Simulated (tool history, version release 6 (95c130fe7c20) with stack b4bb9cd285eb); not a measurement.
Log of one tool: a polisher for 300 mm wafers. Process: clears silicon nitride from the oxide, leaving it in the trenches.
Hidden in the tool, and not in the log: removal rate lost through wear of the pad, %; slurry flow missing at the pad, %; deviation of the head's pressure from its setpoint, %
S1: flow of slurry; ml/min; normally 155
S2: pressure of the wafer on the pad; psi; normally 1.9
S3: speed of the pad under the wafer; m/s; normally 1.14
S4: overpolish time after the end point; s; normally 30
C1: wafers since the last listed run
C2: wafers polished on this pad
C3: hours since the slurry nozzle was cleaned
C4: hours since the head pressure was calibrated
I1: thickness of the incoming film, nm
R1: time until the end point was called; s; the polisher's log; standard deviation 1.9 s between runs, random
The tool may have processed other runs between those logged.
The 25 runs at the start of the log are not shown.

{"run": 26, "hour": 598.9, "S1": 120, "S2": 1.9, "S3": 1.14, "S4": 30, "C1": 187, "C2": 833, "C3": 45.0, "C4": 334.0, "I1": 85.7, "R1": 144.7}
{"hour": 622.0, "done": "worn pad replaced by a new one"}
{"run": 27, "hour": 694.4, "S1": 115, "S2": 2.6, "S3": 1.02, "S4": 25, "C1": 536, "C2": 424, "C3": 140.5, "C4": 429.5, "I1": 84.9, "R1": 117.5}
{"run": 28, "hour": 718.2, "S1": 155, "S2": 1.7, "S3": 1.28, "S4": 30, "C1": 139, "C2": 563, "C3": 164.3, "C4": 453.3, "I1": 85.7, "R1": 153.6}
{"run": 29, "hour": 738.6, "S1": 155, "S2": 1.9, "S3": 1.14, "S4": 30, "C1": 119, "C2": 683, "C3": 184.7, "C4": 473.7, "I1": 86.2, "R1": 149.9}
{"run": 30, "hour": 773.8, "S1": 155, "S2": 1.9, "S3": 1.44, "S4": 42, "C1": 206, "C2": 889, "C3": 219.9, "C4": 508.9, "I1": 84.8, "R1": 122.0}
{"hour": 787.4, "done": "worn pad replaced by a new one"}
{"run": 31, "hour": 787.8, "S1": 155, "S2": 1.9, "S3": 1.14, "S4": 23, "C1": 58, "C2": 2, "C3": 233.9, "C4": 522.9, "I1": 85.4, "R1": 149.9}
{"hour": 802.5, "done": "head pressure recalibrated"}
{"run": 32, "hour": 807.5, "S1": 175, "S2": 1.5, "S3": 1.14, "S4": 30, "C1": 103, "C2": 105, "C3": 253.6, "C4": 5.0, "I1": 84.6, "R1": 160.3}
{"run": 33, "hour": 829.1, "S1": 155, "S2": 1.3, "S3": 1.14, "S4": 30, "C1": 126, "C2": 232, "C3": 275.2, "C4": 26.6, "I1": 86.2, "R1": 199.6}

Predict each of these 5 candidate next runs independently; none follows another, all start after run 33:
{"run": "A", "hour": 829.6, "S1": 155, "S2": 1.7, "S3": 1.14, "S4": 30, "C1": 2, "C2": 235, "C3": 275.7, "C4": 27.1, "I1": 84.5, "R1": "?"}
{"run": "B", "hour": 829.6, "S1": 190, "S2": 1.9, "S3": 1.14, "S4": 45, "C1": 2, "C2": 235, "C3": 275.7, "C4": 27.1, "I1": 84.5, "R1": "?"}
{"run": "C", "hour": 829.6, "S1": 125, "S2": 2.4, "S3": 1.14, "S4": 30, "C1": 2, "C2": 235, "C3": 275.7, "C4": 27.1, "I1": 84.5, "R1": "?"}
{"run": "D", "hour": 829.6, "S1": 155, "S2": 1.3, "S3": 1.0, "S4": 38, "C1": 2, "C2": 235, "C3": 275.7, "C4": 27.1, "I1": 84.5, "R1": "?"}
{"run": "E", "hour": 829.6, "S1": 105, "S2": 2.5, "S3": 1.14, "S4": 24, "C1": 2, "C2": 235, "C3": 275.7, "C4": 27.1, "I1": 84.5, "R1": "?"}

run=A R1=149.9
run=B R1=131.4
run=C R1=108.7
run=D R1=216.8
run=E R1=106.3
Stripped of hidden state, with their random variation kept, the same runs would have yielded:
run=A R1=147.3
run=B R1=129.1
run=C R1=106.8
run=D R1=213.0
run=E R1=104.5
